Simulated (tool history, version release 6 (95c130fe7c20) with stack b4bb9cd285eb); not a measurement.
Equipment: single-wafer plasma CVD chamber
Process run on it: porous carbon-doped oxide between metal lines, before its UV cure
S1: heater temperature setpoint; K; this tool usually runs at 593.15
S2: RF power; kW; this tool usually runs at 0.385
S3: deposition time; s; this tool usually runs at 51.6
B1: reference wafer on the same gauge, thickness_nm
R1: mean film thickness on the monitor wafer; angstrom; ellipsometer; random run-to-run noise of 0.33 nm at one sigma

{"run": 1, "hour": 0.0, "S1": 593.15, "S2": 0.385, "S3": 55.9, "B1": 189.015, "R1": 2360.25}
{"run": 2, "hour": 18.0, "S1": 593.15, "S2": 0.385, "S3": 55.9, "B1": 188.962, "R1": 2353.39}
{"run": 3, "hour": 34.9, "S1": 593.15, "S2": 0.385, "S3": 55.9, "B1": 189.001, "R1": 2356.6}
{"run": 4, "hour": 46.0, "S1": 599.15, "S2": 0.385, "S3": 55.6, "B1": 188.999, "R1": 2264.73}
{"run": 5, "hour": 62.0, "S1": 593.15, "S2": 0.43, "S3": 46.9, "B1": 188.963, "R1": 2143.94}
{"run": 6, "hour": 78.7, "S1": 593.15, "S2": 0.43, "S3": 46.9, "B1": 188.983, "R1": 2135.55}
{"run": 7, "hour": 86.7, "S1": 593.15, "S2": 0.385, "S3": 51.6, "B1": 188.994, "R1": 2170.17}
{"run": 8, "hour": 104.4, "S1": 593.15, "S2": 0.385, "S3": 47.1, "B1": 189.003, "R1": 1985.28}
{"hour": 106.3, "done": "gauge calibrated"}
{"run": 9, "hour": 111.0, "S1": 593.15, "S2": 0.385, "S3": 47.1, "B1": 189.045, "R1": 1978.39}
{"run": 10, "hour": 128.2, "S1": 593.15, "S2": 0.385, "S3": 47.1, "B1": 188.975, "R1": 1979.06}
{"run": 11, "hour": 137.7, "S1": 593.15, "S2": 0.385, "S3": 48, "B1": 188.995, "R1": 2011.67}
{"run": 12, "hour": 144.4, "S1": 602.15, "S2": 0.385, "S3": 51.6, "B1": 188.976, "R1": 2059.15}
{"hour": 154.0, "done": "thermocouple changed; heater temperature recalibrated"}
{"run": 13, "hour": 157.5, "S1": 588.15, "S2": 0.355, "S3": 51.6, "B1": 189.047, "R1": 2096.99}
{"run": 14, "hour": 169.6, "S1": 588.15, "S2": 0.355, "S3": 51.6, "B1": 188.916, "R1": 2096.21}
{"hour": 188.1, "done": "RF generator calibrated"}
{"run": 15, "hour": 188.6, "S1": 605.15, "S2": 0.335, "S3": 48.7, "B1": 189.042, "R1": 1772.74}
{"run": 16, "hour": 191.7, "S1": 593.15, "S2": 0.385, "S3": 42.4, "B1": 188.911, "R1": 1825.69}
{"run": 17, "hour": 209.0, "S1": 589.15, "S2": 0.43, "S3": 56.9, "B1": 188.99, "R1": 2701.77}
{"run": 18, "hour": 219.4, "S1": 593.15, "S2": 0.385, "S3": 46.5, "B1": 188.959, "R1": 1997.98}
{"hour": 229.2, "done": "showerhead replaced"}
{"run": 19, "hour": 229.7, "S1": 587.15, "S2": 0.425, "S3": 51.6, "B1": 189.082, "R1": 2462.72}
{"run": 20, "hour": 236.8, "S1": 598.15, "S2": 0.31, "S3": 58.9, "B1": 188.955, "R1": 2100.29}
{"run": 21, "hour": 245.2, "S1": 593.15, "S2": 0.385, "S3": 51.6, "B1": 189.007, "R1": 2213.34}
{"run": 22, "hour": 251.7, "S1": 588.15, "S2": 0.325, "S3": 51.6, "B1": 189.024, "R1": 2019.59}
{"run": 23, "hour": 262.1, "S1": 593.15, "S2": 0.385, "S3": 51.6, "B1": 188.982, "R1": 2220.93}
{"run": 24, "hour": 278.4, "S1": 593.15, "S2": 0.385, "S3": 46.5, "B1": 189.039, "R1": 2000.82}
{"run": 25, "hour": 288.7, "S1": 583.15, "S2": 0.455, "S3": 46.4, "B1": 189.063, "R1": 2385.44}
{"run": 26, "hour": 297.7, "S1": 585.15, "S2": 0.405, "S3": 57.2, "B1": 189.012, "R1": 2662.96}
{"run": 27, "hour": 314.4, "S1": 603.15, "S2": 0.385, "S3": 51.6, "B1": 189.028, "R1": 2088.02}
{"run": 28, "hour": 330.6, "S1": 593.15, "S2": 0.31, "S3": 51.6, "B1": 188.996, "R1": 1895.85}

Predict each of these 4 candidate next runs independently; none follows another, all start after run 28:
{"run": "A", "hour": 331.0, "S1": 593.15, "S2": 0.385, "S3": 51.6, "B1": "?", "R1": "?"}
{"run": "B", "hour": 331.0, "S1": 593.15, "S2": 0.325, "S3": 51.6, "B1": "?", "R1": "?"}
{"run": "C", "hour": 331.0, "S1": 582.15, "S2": 0.315, "S3": 44, "B1": "?", "R1": "?"}
{"run": "D", "hour": 331.0, "S1": 601.15, "S2": 0.425, "S3": 51.6, "B1": "?", "R1": "?"}

run=A B1=188.991 R1=2215.65
run=B B1=188.991 R1=1963.26
run=C B1=188.991 R1=1755.06
run=D B1=188.991 R1=2270.92
With the hidden condition removed and each run's random variation left untouched, the same runs would have given:
run=A R1=2232.98
run=B R1=1978.67
run=C R1=1768.84
run=D R1=2288.14
